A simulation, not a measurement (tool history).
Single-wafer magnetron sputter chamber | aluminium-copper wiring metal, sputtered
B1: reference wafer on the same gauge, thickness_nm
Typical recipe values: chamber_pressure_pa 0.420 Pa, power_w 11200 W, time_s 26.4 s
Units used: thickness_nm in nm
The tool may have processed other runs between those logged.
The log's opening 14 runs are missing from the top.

-- hour=905.1 capacitance manometer re-zeroed and calibrated
run 15 hour=913.0 | chamber_pressure_pa=0.420 power_w=11200 time_s=26.4 | B1=498.480 | thickness_nm=502.815
run 16 hour=1014.9 | chamber_pressure_pa=0.420 power_w=11200 time_s=26.4 | B1=498.610 | thickness_nm=493.706
-- hour=1049.5 sputter target and shields replaced
run 17 hour=1114.0 | chamber_pressure_pa=0.420 power_w=11200 time_s=26.4 | B1=498.372 | thickness_nm=521.714
run 18 hour=1201.7 | chamber_pressure_pa=0.420 power_w=13800 time_s=23.6 | B1=498.253 | thickness_nm=569.870
run 19 hour=1267.5 | chamber_pressure_pa=0.252 power_w=12750 time_s=26.4 | B1=499.259 | thickness_nm=619.827
-- hour=1289.7 magnet pack replaced
run 20 hour=1345.8 | chamber_pressure_pa=0.420 power_w=11200 time_s=28.1 | B1=498.453 | thickness_nm=541.503
-- hour=1394.9 gauge calibrated
run 21 hour=1427.4 | chamber_pressure_pa=0.470 power_w=11200 time_s=28.9 | B1=499.312 | thickness_nm=540.861
run 22 hour=1493.5 | chamber_pressure_pa=0.352 power_w=8800 time_s=21.4 | B1=499.181 | thickness_nm=324.536
-- hour=1560.0 sputter target and shields replaced
run 23 hour=1572.3 | chamber_pressure_pa=0.275 power_w=8750 time_s=24.2 | B1=498.795 | thickness_nm=393.888
run 24 hour=1615.6 | chamber_pressure_pa=0.365 power_w=8800 time_s=31.2 | B1=499.314 | thickness_nm=495.304
run 25 hour=1656.1 | chamber_pressure_pa=0.322 power_w=9050 time_s=23.8 | B1=499.308 | thickness_nm=395.541
run 26 hour=1761.3 | chamber_pressure_pa=0.420 power_w=11200 time_s=26.4 | B1=499.084 | thickness_nm=518.168
run 27 hour=1836.5 | chamber_pressure_pa=0.420 power_w=11200 time_s=26.4 | B1=498.899 | thickness_nm=510.013
run 28 hour=1914.0 | chamber_pressure_pa=0.420 power_w=12800 time_s=26.4 | B1=498.358 | thickness_nm=581.442
-- hour=1970.6 sputter target and shields replaced
run 29 hour=1971.1 | chamber_pressure_pa=0.420 power_w=11200 time_s=26.4 | B1=498.628 | thickness_nm=526.253
run 30 hour=2051.3 | chamber_pressure_pa=0.420 power_w=11200 time_s=21.9 | B1=499.377 | thickness_nm=434.159
run 31 hour=2106.6 | chamber_pressure_pa=0.420 power_w=10000 time_s=31.1 | B1=498.970 | thickness_nm=551.237
run 32 hour=2180.4 | chamber_pressure_pa=0.350 power_w=9450 time_s=23.8 | B1=499.214 | thickness_nm=406.769
run 33 hour=2220.1 | chamber_pressure_pa=0.420 power_w=11200 time_s=26.4 | B1=499.345 | thickness_nm=522.545

Predict each of these 5 candidate next runs independently; none follows another, all start after run 33:
run A hour=2220.5 | chamber_pressure_pa=0.420 power_w=9950 time_s=26.4 | B1=? | thickness_nm=?
run B hour=2220.5 | chamber_pressure_pa=0.420 power_w=9350 time_s=24.1 | B1=? | thickness_nm=?
run C hour=2220.5 | chamber_pressure_pa=0.420 power_w=8900 time_s=26.4 | B1=? | thickness_nm=?
run D hour=2220.5 | chamber_pressure_pa=0.544 power_w=9700 time_s=30.6 | B1=? | thickness_nm=?
run E hour=2220.5 | chamber_pressure_pa=0.575 power_w=13700 time_s=29.1 | B1=? | thickness_nm=?

run=A B1=498.661 thickness_nm=462.897
run=B B1=498.661 thickness_nm=397.088
run=C B1=498.661 thickness_nm=414.049
run=D B1=498.661 thickness_nm=501.518
run=E B1=498.661 thickness_nm=666.634
Stripped of hidden state, with their random variation kept, the same runs would have yielded:
run=A thickness_nm=469.549
run=B thickness_nm=402.794
run=C thickness_nm=419.999
run=D thickness_nm=508.312
run=E thickness_nm=675.531
